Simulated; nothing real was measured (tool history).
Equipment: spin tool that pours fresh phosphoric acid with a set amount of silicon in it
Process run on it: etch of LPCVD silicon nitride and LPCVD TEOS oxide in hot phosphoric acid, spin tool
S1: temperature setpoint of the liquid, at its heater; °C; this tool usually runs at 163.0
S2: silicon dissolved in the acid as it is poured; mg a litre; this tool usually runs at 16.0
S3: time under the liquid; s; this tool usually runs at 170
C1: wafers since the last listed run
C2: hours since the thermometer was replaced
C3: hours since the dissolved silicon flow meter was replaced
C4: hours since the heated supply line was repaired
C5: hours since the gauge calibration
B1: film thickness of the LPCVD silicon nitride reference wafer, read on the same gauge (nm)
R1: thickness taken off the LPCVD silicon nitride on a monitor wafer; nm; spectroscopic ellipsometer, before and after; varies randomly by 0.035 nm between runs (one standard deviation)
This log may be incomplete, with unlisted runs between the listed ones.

run    day     S1    S2   S3  C1      C2      C3      C4     C5     B1     R1
  1  0.000  163.0  16.0  140   0  2050.5  1993.0  3273.4  114.8  30.00  13.09
  2  0.458  163.0  16.0  140  62  2061.5  2004.0  3284.4  125.8  30.04  13.06
  3  0.783  163.0  16.0  140  44  2069.3  2011.8  3292.2  133.6  29.98  13.10
  4  1.321  163.0  16.0  170  72  2082.2  2024.7  3305.1  146.5  29.95  15.88
  5  1.600  163.0  16.0  170  37  2088.9  2031.4  3311.8  153.2  29.99  15.87
  6  2.188  163.0  16.0  170  79  2103.0  2045.5  3325.9  167.3  30.00  15.82
  7  2.521  164.0  16.0  170  45  2111.0  2053.5  3333.9  175.3  29.95  16.39
     3.008  -- heated supply line repaired
  8  3.138  163.0  16.0  170  78  2125.8  2068.3     3.1  190.1  30.04  15.84
  9  3.467  161.5  19.5  170  44  2133.7  2076.2    11.0  198.0  30.02  15.05
     4.017  -- dissolved silicon flow meter replaced
 10  4.038  161.5  19.5  170  71  2147.4     0.5    24.7  211.7  29.98  15.05
 11  4.438  161.5  19.5  170  54  2157.0    10.1    34.3  221.3  29.97  15.01
 12  5.088  164.5  28.0  225  88  2172.6    25.7    49.9  236.9  30.03  22.02
 13  5.400  163.0  16.0   90  42  2180.1    33.2    57.4  244.4  30.02   8.39
     5.446  -- gauge calibrated
 14  5.704  161.5  19.5  170  41  2187.4    40.5    64.7    6.2  30.01  14.99
 15  6.175  163.0  16.0  170  63  2198.7    51.8    76.0   17.5  29.98  15.81
 16  6.458  162.0  12.0  170  38  2205.5    58.6    82.8   24.3  29.99  15.29
 17  6.933  163.0  16.0   85  64  2216.9    70.0    94.2   35.7  30.04   7.93
 18  7.412  163.0  21.5  135  65  2228.4    81.5   105.7   47.2  29.99  12.55
 19  7.746  163.0   5.5  170  45  2236.4    89.5   113.7   55.2  30.00  15.78
     7.921  -- thermometer replaced
 20  8.404  165.5  24.5  110  83    11.6   105.3   129.5   71.0  29.99  12.01
 21  8.988  161.0   5.5  200  79    25.6   119.3   143.5   85.0  29.96  18.84
 22  9.308  162.0   9.5  170  43    33.3   127.0   151.2   92.7  30.01  16.50
 23  9.904  163.0  16.0  140  80    47.6   141.3   165.5  107.0  30.02  14.11

3 options for the next run, each taken on its own from the tool as it stands now. Forecast them:
  A  9.925  163.0  16.0  170   2  48.1  141.8  166.0  107.5   ?   ?
  B  9.925  161.5   9.0  170   2  48.1  141.8  166.0  107.5   ?   ?
  C  9.925  164.0  16.0  105   2  48.1  141.8  166.0  107.5   ?   ?

run     B1     R1
  A  30.00  17.10
  B  30.00  16.26
  C  30.00  10.91
What these runs would have given with no unlogged condition in the tool:
run     R1
  A  17.16
  B  16.33
  C  10.96

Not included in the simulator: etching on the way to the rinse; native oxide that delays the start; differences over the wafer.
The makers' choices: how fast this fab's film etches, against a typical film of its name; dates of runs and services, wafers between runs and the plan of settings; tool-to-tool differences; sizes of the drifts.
